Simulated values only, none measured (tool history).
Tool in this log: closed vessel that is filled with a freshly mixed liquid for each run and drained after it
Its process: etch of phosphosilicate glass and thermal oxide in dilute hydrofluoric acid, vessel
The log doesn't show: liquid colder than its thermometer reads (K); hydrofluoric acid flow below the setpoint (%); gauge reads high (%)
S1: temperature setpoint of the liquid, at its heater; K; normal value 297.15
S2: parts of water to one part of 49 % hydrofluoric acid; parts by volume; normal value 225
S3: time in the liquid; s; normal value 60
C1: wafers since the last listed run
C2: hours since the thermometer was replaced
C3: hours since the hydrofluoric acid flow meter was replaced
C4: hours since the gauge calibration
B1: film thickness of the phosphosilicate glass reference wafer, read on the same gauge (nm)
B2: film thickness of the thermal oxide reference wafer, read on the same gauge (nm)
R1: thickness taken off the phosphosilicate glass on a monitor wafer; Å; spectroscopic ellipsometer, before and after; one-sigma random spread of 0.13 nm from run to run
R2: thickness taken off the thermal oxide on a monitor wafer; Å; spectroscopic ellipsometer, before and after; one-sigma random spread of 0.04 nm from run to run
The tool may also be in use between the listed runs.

run,day,S1,S2,S3,C1,C2,C3,C4,B1,B2,R1,R2
1,0.000,297.15,225,60,0,2099.3,924.6,519.2,39.99,120.015,186.6,12.85
# day 0.221: gauge calibrated
2,1.050,297.15,225,60,2577,2124.5,949.8,19.9,40.01,120.024,187.1,12.50
3,2.221,297.15,225,60,2874,2152.6,977.9,48.0,40.06,120.010,184.9,12.79
4,2.983,301.15,225,60,1871,2170.9,996.2,66.3,40.02,120.007,215.9,15.34
5,4.250,301.15,225,60,3109,2201.3,1026.6,96.7,39.98,119.999,218.4,14.58
6,5.529,301.15,225,60,3139,2232.0,1057.3,127.4,39.98,120.011,216.4,14.66
7,7.771,297.15,225,60,5502,2285.8,1111.1,181.2,39.99,119.999,185.8,12.30
8,8.475,297.15,225,60,1728,2302.7,1128.0,198.1,39.96,119.995,184.1,12.95
9,9.438,297.15,225,60,2362,2325.8,1151.1,221.2,40.01,119.980,186.0,12.77
# day 10.342: hydrofluoric acid flow meter replaced
10,10.617,293.15,170,70,2792,2354.1,6.6,249.5,39.99,119.974,257.7,17.86
11,11.825,297.15,225,40,2966,2383.1,35.6,278.5,39.99,120.004,124.6,8.17
12,12.367,297.15,190,35,1329,2396.1,48.6,291.5,39.98,120.004,132.0,8.74
13,13.788,299.65,170,60,3487,2430.2,82.7,325.6,39.98,120.015,283.0,19.71
# day 14.058: thermometer replaced
14,14.604,297.15,225,60,1902,13.1,102.3,345.2,39.95,120.008,204.1,13.98
15,15.608,297.15,315,35,2464,37.2,126.4,369.3,39.96,119.982,77.1,5.35
16,16.671,299.65,170,60,2608,62.7,151.9,394.8,40.03,120.002,308.6,20.82
17,18.154,297.15,225,30,3641,98.3,187.5,430.4,39.94,120.004,100.4,7.09
18,18.829,297.15,225,60,1656,114.5,203.7,446.6,40.00,119.987,200.7,13.55
19,20.117,297.15,225,60,3160,145.4,234.6,477.5,40.00,120.008,201.4,13.79
# day 20.438: gauge calibrated
20,21.154,294.65,270,70,2546,170.3,259.5,17.2,39.99,120.006,168.8,11.71
21,21.842,297.15,125,30,1687,186.8,276.0,33.7,40.00,120.001,201.7,14.39
22,24.396,297.15,225,60,6269,248.1,337.3,95.0,40.02,119.995,198.5,14.18
23,24.904,298.65,160,40,1247,260.3,349.5,107.2,40.02,119.993,213.4,14.24
24,25.554,300.65,225,60,1595,275.9,365.1,122.8,40.04,120.019,227.7,15.07
25,26.842,302.15,300,30,3160,306.8,396.0,153.7,40.00,120.002,82.5,5.63
26,27.779,297.15,225,60,2301,329.3,418.5,176.2,39.99,120.003,200.2,13.51

Below, each run's measurement less what the same run would have read without the hidden state. Both values contain the same run-to-run variation, but the gauge's scatter may not be the same in both:
run,R1,R2
1,-17.8,-1.23
2,-18.0,-1.20
3,-18.2,-1.25
4,-20.4,-1.45
5,-20.8,-1.39
6,-21.0,-1.42
7,-19.5,-1.29
8,-19.4,-1.37
9,-19.9,-1.36
10,-30.1,-2.09
11,-13.6,-0.89
12,-14.8,-0.99
13,-31.9,-2.21
14,-2.2,-0.15
15,-0.9,-0.06
16,-4.0,-0.27
17,-1.5,-0.10
18,-3.0,-0.21
19,-3.3,-0.23
20,-3.0,-0.20
21,-3.9,-0.28
22,-4.1,-0.30
23,-4.7,-0.31
24,-4.8,-0.32
25,-1.8,-0.12
26,-4.9,-0.33
